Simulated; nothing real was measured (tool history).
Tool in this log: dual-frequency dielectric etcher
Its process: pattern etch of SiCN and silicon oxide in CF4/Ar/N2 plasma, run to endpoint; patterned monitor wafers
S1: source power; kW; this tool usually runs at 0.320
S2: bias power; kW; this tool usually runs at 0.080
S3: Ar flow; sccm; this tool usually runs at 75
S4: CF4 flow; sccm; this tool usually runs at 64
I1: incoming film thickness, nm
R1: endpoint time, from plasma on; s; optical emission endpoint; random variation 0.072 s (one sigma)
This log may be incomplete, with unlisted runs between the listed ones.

run    hour     S1     S2  S3  S4     I1    R1
  1     0.0  0.320  0.074  57  64  15.06  21.9
       10.8  -- bias power generator calibrated
  2    45.4  0.320  0.080  67  58  15.21  22.8
      123.9  -- wet clean of the chamber
  3   140.8  0.320  0.080  75  64  15.26  23.2
  4   226.6  0.320  0.070  75  64  15.24  23.9
  5   266.0  0.320  0.080  75  64  15.03  22.8
  6   352.5  0.320  0.097  83  76  15.31  22.3
      378.9  -- CF4 flow controller replaced
      462.9  -- upper electrode replaced
  7   463.4  0.320  0.080  68  59  15.24  22.8
  8   520.5  0.290  0.091  89  52  15.27  25.1
  9   584.4  0.320  0.080  67  58  15.24  22.8
 10   631.8  0.320  0.080  75  64  15.19  23.0
 11   692.7  0.320  0.090  75  80  15.34  22.1
      755.6  -- wet clean of the chamber
 12   790.1  0.320  0.080  75  64  15.33  23.3
 13   866.1  0.320  0.065  75  64  15.28  24.2
 14   908.4  0.320  0.092  75  64  15.27  22.4
 15   956.3  0.320  0.065  75  64  15.24  24.1
 16  1063.2  0.320  0.080  87  64  15.13  23.5
 17  1103.4  0.340  0.080  75  54  15.36  22.5
 18  1159.2  0.250  0.066  75  69  15.13  28.0
 19  1233.8  0.320  0.075  75  72  15.13  22.9
 20  1327.1  0.350  0.080  75  64  15.17  21.5
 21  1385.8  0.300  0.090  62  57  15.23  22.6
 22  1432.0  0.320  0.088  65  72  15.21  21.7
     1471.5  -- wet clean of the chamber
 23  1475.3  0.320  0.080  75  64  15.01  22.7
 24  1567.1  0.390  0.080  75  50  15.29  20.4

What the log doesn't show, run by run:
etch rate over this chamber's usual, %: 0 across all the runs
source power that arrives over what is set, %: 0 across all the runs
Ar flow that arrives over what is set, %: 0 across all the runs
CF4 flow that arrives over what is set, %: 0 across all the runs
H1: bias power that arrives over what is set, %
run      H1
  1    6.72
  2  0.0204
  3   0.346
  4   0.621
  5   0.742
  6   0.996
  7     1.3
  8    1.45
  9    1.61
 10    1.72
 11    1.86
 12    2.07
 13    2.23
 14    2.31
 15    2.41
 16     2.6
 17    2.67
 18    2.76
 19    2.88
 20    3.02
 21    3.11
 22    3.17
 23    3.23
 24    3.35

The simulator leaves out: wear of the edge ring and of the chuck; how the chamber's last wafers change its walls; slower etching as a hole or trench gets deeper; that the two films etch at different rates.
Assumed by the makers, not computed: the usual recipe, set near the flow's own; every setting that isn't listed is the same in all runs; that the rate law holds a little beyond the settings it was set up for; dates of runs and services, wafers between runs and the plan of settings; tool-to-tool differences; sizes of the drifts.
